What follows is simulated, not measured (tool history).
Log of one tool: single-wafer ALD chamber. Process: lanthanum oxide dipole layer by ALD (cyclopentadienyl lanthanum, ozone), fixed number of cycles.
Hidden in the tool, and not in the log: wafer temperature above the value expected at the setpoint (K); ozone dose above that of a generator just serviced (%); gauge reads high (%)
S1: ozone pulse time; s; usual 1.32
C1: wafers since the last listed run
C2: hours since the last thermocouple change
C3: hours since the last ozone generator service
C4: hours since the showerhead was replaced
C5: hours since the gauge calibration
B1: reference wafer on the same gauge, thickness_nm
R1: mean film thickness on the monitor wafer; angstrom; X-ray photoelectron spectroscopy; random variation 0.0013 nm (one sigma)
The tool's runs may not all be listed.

run,hour,S1,C1,C2,C3,C4,C5,B1,R1
1,0,1.45,0,1289.9,398.4,5436.5,1327.1,0.602,5.25
2,66,1.32,761,1355.9,464.4,5502.5,1393.1,0.602,5.13
3,119.8,1.32,621,1409.7,518.2,5556.3,1446.9,0.602,5.12
4,148.1,1.32,326,1438,546.5,5584.6,1475.2,0.602,5.12
5,188.8,1.32,469,1478.7,587.2,5625.3,1515.9,0.602,5.1
6,223,1.32,394,1512.9,621.4,5659.5,1550.1,0.602,5.11
7,264.3,1.32,476,1554.2,662.7,5700.8,1591.4,0.602,5.1
8,330.9,1.32,768,1620.8,729.3,5767.4,1658,0.602,5.1
9,370.6,1.32,458,1660.5,769,5807.1,1697.7,0.602,5.09
10,431.3,1.32,700,1721.2,829.7,5867.8,1758.4,0.602,5.11
11,496.4,1.32,751,1786.3,894.8,5932.9,1823.5,0.602,5.08
# hour 555.8: thermocouple changed; heater temperature recalibrated
# hour 595.2: gauge calibrated
12,698.9,1.7,2245,143.1,1097.3,6135.4,103.7,0.602,5.32
13,853.1,1.7,1780,297.3,1251.5,6289.6,257.9,0.602,5.28
# hour 889.1: ozone generator serviced
14,911,1.58,576,355.2,21.9,6347.5,315.8,0.602,5.34
15,966.7,1.48,643,410.9,77.6,6403.2,371.5,0.602,5.27
16,1016.2,1.48,571,460.4,127.1,6452.7,421,0.602,5.27
17,1061.9,1.32,527,506.1,172.8,6498.4,466.7,0.602,5.16
18,1108.5,1.12,537,552.7,219.4,6545,513.3,0.602,4.95
19,1179.4,1.59,818,623.6,290.3,6615.9,584.2,0.602,5.33
20,1224,1.32,514,668.2,334.9,6660.5,628.8,0.602,5.12
21,1293.9,1.72,806,738.1,404.8,6730.4,698.7,0.602,5.37
22,1349.9,1.76,646,794.1,460.8,6786.4,754.7,0.602,5.37
23,1404.8,0.89,633,849,515.7,6841.3,809.6,0.602,4.5
# hour 1440.6: showerhead replaced
24,1475.3,1.32,721,919.5,586.2,34.7,880.1,0.602,5.12
25,1530.5,1.19,637,974.7,641.4,89.9,935.3,0.602,4.97
26,1556,1.32,294,1000.2,666.9,115.4,960.8,0.602,5.1
27,1612.3,0.79,649,1056.5,723.2,171.7,1017.1,0.602,4.26
28,1670.6,1.79,673,1114.8,781.5,230,1075.4,0.602,5.39
29,1730.6,1.74,692,1174.8,841.5,290,1135.4,0.602,5.35
30,1765.1,1.32,398,1209.3,876,324.5,1169.9,0.602,5.05
31,1810.1,0.83,519,1254.3,921,369.5,1214.9,0.602,4.31
32,1835.4,1.07,292,1279.6,946.3,394.8,1240.2,0.602,4.76

Some steps in R1 between neighbouring runs. How much of each would the tool show without its hidden state too (settings, what came in, random variation), and how much is left for the hidden state, with any gauge scatter that isn't in both results?
Run 13 -> 14: S1 1.7 -> 1.58, ozone generator serviced. R1 +0.06 angstrom: hidden state +0.1, all else -0.04.
Run 22 -> 23: S1 1.76 -> 0.89. R1 -0.87 angstrom: hidden state -0.07, all else -0.8.
Run 26 -> 27: S1 1.32 -> 0.79. R1 -0.84 angstrom: hidden state -0.07, all else -0.77.
Run 27 -> 28: S1 0.79 -> 1.79. R1 +1.13 angstrom: hidden state +0.1, all else +1.03.
Run 30 -> 31: S1 1.32 -> 0.83. R1 -0.74 angstrom: hidden state -0.08, all else -0.66.

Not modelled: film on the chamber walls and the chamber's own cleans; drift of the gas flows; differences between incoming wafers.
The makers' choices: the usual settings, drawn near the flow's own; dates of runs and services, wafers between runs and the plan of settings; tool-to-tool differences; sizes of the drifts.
